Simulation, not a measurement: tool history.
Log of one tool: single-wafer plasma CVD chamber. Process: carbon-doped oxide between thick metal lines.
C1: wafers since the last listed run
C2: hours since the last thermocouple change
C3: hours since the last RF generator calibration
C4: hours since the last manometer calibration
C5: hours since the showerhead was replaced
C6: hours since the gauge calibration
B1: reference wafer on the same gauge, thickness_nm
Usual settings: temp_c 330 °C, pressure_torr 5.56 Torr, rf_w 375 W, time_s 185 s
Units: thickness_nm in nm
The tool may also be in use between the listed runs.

{"run": 1, "hour": 0.0, "temp_c": 330, "pressure_torr": 5.56, "rf_w": 375, "time_s": 185, "C1": 0, "C2": 252.4, "C3": 1028.7, "C4": 604.1, "C5": 4842.2, "C6": 1031.3, "B1": 950.675, "thickness_nm": 799.324}
{"run": 2, "hour": 50.5, "temp_c": 330, "pressure_torr": 5.56, "rf_w": 375, "time_s": 176, "C1": 278, "C2": 302.9, "C3": 1079.2, "C4": 654.6, "C5": 4892.7, "C6": 1081.8, "B1": 950.804, "thickness_nm": 755.121}
{"run": 3, "hour": 94.9, "temp_c": 330, "pressure_torr": 5.56, "rf_w": 375, "time_s": 176, "C1": 245, "C2": 347.3, "C3": 1123.6, "C4": 699, "C5": 4937.1, "C6": 1126.2, "B1": 950.487, "thickness_nm": 758.518}
{"run": 4, "hour": 144.8, "temp_c": 330, "pressure_torr": 5.56, "rf_w": 375, "time_s": 176, "C1": 275, "C2": 397.2, "C3": 1173.5, "C4": 748.9, "C5": 4987, "C6": 1176.1, "B1": 949.882, "thickness_nm": 754.194}
{"run": 5, "hour": 192.9, "temp_c": 330, "pressure_torr": 5, "rf_w": 375, "time_s": 185, "C1": 265, "C2": 445.3, "C3": 1221.6, "C4": 797, "C5": 5035.1, "C6": 1224.2, "B1": 951.588, "thickness_nm": 778.637}
{"run": 6, "hour": 248.1, "temp_c": 330, "pressure_torr": 5, "rf_w": 375, "time_s": 185, "C1": 304, "C2": 500.5, "C3": 1276.8, "C4": 852.2, "C5": 5090.3, "C6": 1279.4, "B1": 951.7, "thickness_nm": 778.721}
{"run": 7, "hour": 325.7, "temp_c": 330, "pressure_torr": 5, "rf_w": 375, "time_s": 185, "C1": 428, "C2": 578.1, "C3": 1354.4, "C4": 929.8, "C5": 5167.9, "C6": 1357, "B1": 951.009, "thickness_nm": 774.464}
{"run": 8, "hour": 372.6, "temp_c": 330, "pressure_torr": 5.56, "rf_w": 375, "time_s": 185, "C1": 258, "C2": 625, "C3": 1401.3, "C4": 976.7, "C5": 5214.8, "C6": 1403.9, "B1": 951.321, "thickness_nm": 790.902}
{"run": 9, "hour": 410.5, "temp_c": 330, "pressure_torr": 5.56, "rf_w": 375, "time_s": 185, "C1": 209, "C2": 662.9, "C3": 1439.2, "C4": 1014.6, "C5": 5252.7, "C6": 1441.8, "B1": 951.113, "thickness_nm": 790.583}
{"run": 10, "hour": 507.4, "temp_c": 330, "pressure_torr": 5.56, "rf_w": 375, "time_s": 185, "C1": 534, "C2": 759.8, "C3": 1536.1, "C4": 1111.5, "C5": 5349.6, "C6": 1538.7, "B1": 949.156, "thickness_nm": 786.604}
{"run": 11, "hour": 584.2, "temp_c": 330, "pressure_torr": 5.56, "rf_w": 375, "time_s": 185, "C1": 423, "C2": 836.6, "C3": 1612.9, "C4": 1188.3, "C5": 5426.4, "C6": 1615.5, "B1": 949.975, "thickness_nm": 782.91}
{"run": 12, "hour": 798.1, "temp_c": 330, "pressure_torr": 5.56, "rf_w": 375, "time_s": 166, "C1": 1180, "C2": 1050.5, "C3": 1826.8, "C4": 1402.2, "C5": 5640.3, "C6": 1829.4, "B1": 949.962, "thickness_nm": 701.095}
{"run": 13, "hour": 895.5, "temp_c": 337, "pressure_torr": 5.56, "rf_w": 340, "time_s": 185, "C1": 537, "C2": 1147.9, "C3": 1924.2, "C4": 1499.6, "C5": 5737.7, "C6": 1926.8, "B1": 950.317, "thickness_nm": 717.559}
{"run": 14, "hour": 935.2, "temp_c": 330, "pressure_torr": 5.56, "rf_w": 375, "time_s": 215, "C1": 219, "C2": 1187.6, "C3": 1963.9, "C4": 1539.3, "C5": 5777.4, "C6": 1966.5, "B1": 951.955, "thickness_nm": 892.548}
{"hour": 950.0, "done": "thermocouple changed; heater temperature recalibrated"}
{"hour": 1050.2, "done": "showerhead replaced"}
{"hour": 1111.5, "done": "gauge calibrated"}
{"run": 15, "hour": 1228.2, "temp_c": 330, "pressure_torr": 5.56, "rf_w": 375, "time_s": 185, "C1": 1529, "C2": 278.2, "C3": 2256.9, "C4": 1832.3, "C5": 178, "C6": 116.7, "B1": 951.242, "thickness_nm": 787.614}
{"hour": 1251.1, "done": "capacitance manometer re-zeroed and calibrated"}
{"run": 16, "hour": 1319.0, "temp_c": 317, "pressure_torr": 4.33, "rf_w": 375, "time_s": 211, "C1": 457, "C2": 369, "C3": 2347.7, "C4": 67.9, "C5": 268.8, "C6": 207.5, "B1": 950.668, "thickness_nm": 898.011}
{"run": 17, "hour": 1361.6, "temp_c": 330, "pressure_torr": 5.56, "rf_w": 375, "time_s": 185, "C1": 235, "C2": 411.6, "C3": 2390.3, "C4": 110.5, "C5": 311.4, "C6": 250.1, "B1": 951.649, "thickness_nm": 789.1}
{"run": 18, "hour": 1406.5, "temp_c": 330, "pressure_torr": 5.56, "rf_w": 320, "time_s": 170, "C1": 247, "C2": 456.5, "C3": 2435.2, "C4": 155.4, "C5": 356.3, "C6": 295, "B1": 952.869, "thickness_nm": 664.559}
{"hour": 1446.0, "done": "RF generator calibrated"}
{"run": 19, "hour": 1514.2, "temp_c": 344, "pressure_torr": 6.19, "rf_w": 345, "time_s": 168, "C1": 550, "C2": 564.2, "C3": 68.2, "C4": 263.1, "C5": 464, "C6": 402.7, "B1": 950.55, "thickness_nm": 659.48}
{"run": 20, "hour": 1586.9, "temp_c": 343, "pressure_torr": 5.56, "rf_w": 315, "time_s": 216, "C1": 401, "C2": 636.9, "C3": 140.9, "C4": 335.8, "C5": 536.7, "C6": 475.4, "B1": 951.666, "thickness_nm": 794.509}
{"run": 21, "hour": 1670.4, "temp_c": 330, "pressure_torr": 4.76, "rf_w": 375, "time_s": 220, "C1": 460, "C2": 720.4, "C3": 224.4, "C4": 419.3, "C5": 620.2, "C6": 558.9, "B1": 949.573, "thickness_nm": 902.626}
{"run": 22, "hour": 1766.8, "temp_c": 330, "pressure_torr": 4.6, "rf_w": 375, "time_s": 185, "C1": 532, "C2": 816.8, "C3": 320.8, "C4": 515.7, "C5": 716.6, "C6": 655.3, "B1": 951.433, "thickness_nm": 754.552}
{"run": 23, "hour": 1805.9, "temp_c": 339, "pressure_torr": 6.12, "rf_w": 375, "time_s": 185, "C1": 215, "C2": 855.9, "C3": 359.9, "C4": 554.8, "C5": 755.7, "C6": 694.4, "B1": 950.134, "thickness_nm": 773.299}
{"run": 24, "hour": 1846.8, "temp_c": 343, "pressure_torr": 6.5, "rf_w": 440, "time_s": 166, "C1": 225, "C2": 896.8, "C3": 400.8, "C4": 595.7, "C5": 796.6, "C6": 735.3, "B1": 950.985, "thickness_nm": 748.665}
{"run": 25, "hour": 1953.2, "temp_c": 330, "pressure_torr": 5.56, "rf_w": 375, "time_s": 165, "C1": 587, "C2": 1003.2, "C3": 507.2, "C4": 702.1, "C5": 903, "C6": 841.7, "B1": 951.075, "thickness_nm": 693.197}

Hidden state or all else? Some run-to-run changes of thickness_nm, split into what the settings, what came in and random variation would give without the hidden state, and what is left for the hidden state (with any gauge scatter that isn't in both results):
The hidden state here: wafer temperature above the value expected at the setpoint (K); delivered RF power above the setpoint (%); true pressure above the setpoint (%); gauge reads high (%).
Run 13 -> 14: temp_c 337 -> 330, rf_w 340 -> 375, time_s 185 -> 215. thickness_nm +174.989 nm: hidden state -7.162, all else +182.151.
Run 14 -> 15: time_s 215 -> 185, thermocouple changed; heater temperature recalibrated, showerhead replaced, gauge calibrated. thickness_nm -104.934 nm: hidden state +19.608, all else -124.542.
Run 21 -> 22: pressure_torr 4.76 -> 4.6, time_s 220 -> 185. thickness_nm -148.074 nm: hidden state -0.192, all else -147.882.
